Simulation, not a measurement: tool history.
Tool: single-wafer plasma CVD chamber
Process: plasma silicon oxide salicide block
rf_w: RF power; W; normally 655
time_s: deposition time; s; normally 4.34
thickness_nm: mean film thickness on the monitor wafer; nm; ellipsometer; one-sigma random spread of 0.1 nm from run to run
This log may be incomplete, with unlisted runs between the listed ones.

run     day  rf_w  time_s  read-back reference wafer on the same gauge, thickness_nm  thickness_nm
  1       0   620    4.69                                                     55.628        49.135
  2   2.758   620    4.69                                                     55.592        48.937
  3   5.583   620    4.69                                                     55.612        48.995
  4   7.596   745    3.67                                                     55.652        40.551
  5  10.658   745    3.67                                                     55.581        40.441
  6  13.117   655    4.34                                                     55.575        45.738
  7  14.383   655    4.34                                                     55.602        45.905
  8  15.921   655    4.34                                                     55.582        45.954
  9  17.158   655    4.34                                                     55.637        45.996
 10  20.029   655    4.34                                                     55.614        45.636
 11  21.233   655    4.34                                                     55.647        45.817
      22.25  -- gauge calibrated
 12  23.625   655    4.34                                                     55.628        45.582
 13  24.912   765    3.51                                                     55.619        38.632
 14  27.075   700     3.9                                                     55.604        41.938
 15  29.792   720    4.66                                                     55.658        50.419
     30.667  -- showerhead replaced
 16  32.354   705    4.78                                                     55.644        51.205
     33.958  -- RF generator calibrated
 17      34   720    4.74                                                     55.641        52.388
 18  35.512   655    4.34                                                     55.555        46.388
 19  37.512   535    4.87                                                     55.598        49.096
 20  39.546   735    4.34                                                     55.579        48.186
 21  46.554   700    3.68                                                      55.63        40.297
 22  49.129   725    3.71                                                     55.603        40.979
 23  50.783   560    3.95                                                     55.582        40.422
 24  53.567   735    4.34                                                      55.59        48.254

Consider 4 possible next runs. They are alternatives, not a sequence: every one starts from the tool as it was left by run 24. What does each give?
  A  53.583   720    4.34                                                          ?             ?
  B  53.583   575    4.68                                                          ?             ?
  C  53.583   705    4.84                                                          ?             ?
  D  53.583   655    4.05                                                          ?             ?

run  read-back reference wafer on the same gauge, thickness_nm  thickness_nm
  A                                                     55.561        47.859
  B                                                     55.561        48.194
  C                                                     55.561        53.033
  D                                                     55.561        43.395
The same runs, with their run-to-run variation unchanged, on a tool lacking any hidden condition would have given:
run  thickness_nm
  A        47.937
  B        48.272
  C        53.119
  D        43.465

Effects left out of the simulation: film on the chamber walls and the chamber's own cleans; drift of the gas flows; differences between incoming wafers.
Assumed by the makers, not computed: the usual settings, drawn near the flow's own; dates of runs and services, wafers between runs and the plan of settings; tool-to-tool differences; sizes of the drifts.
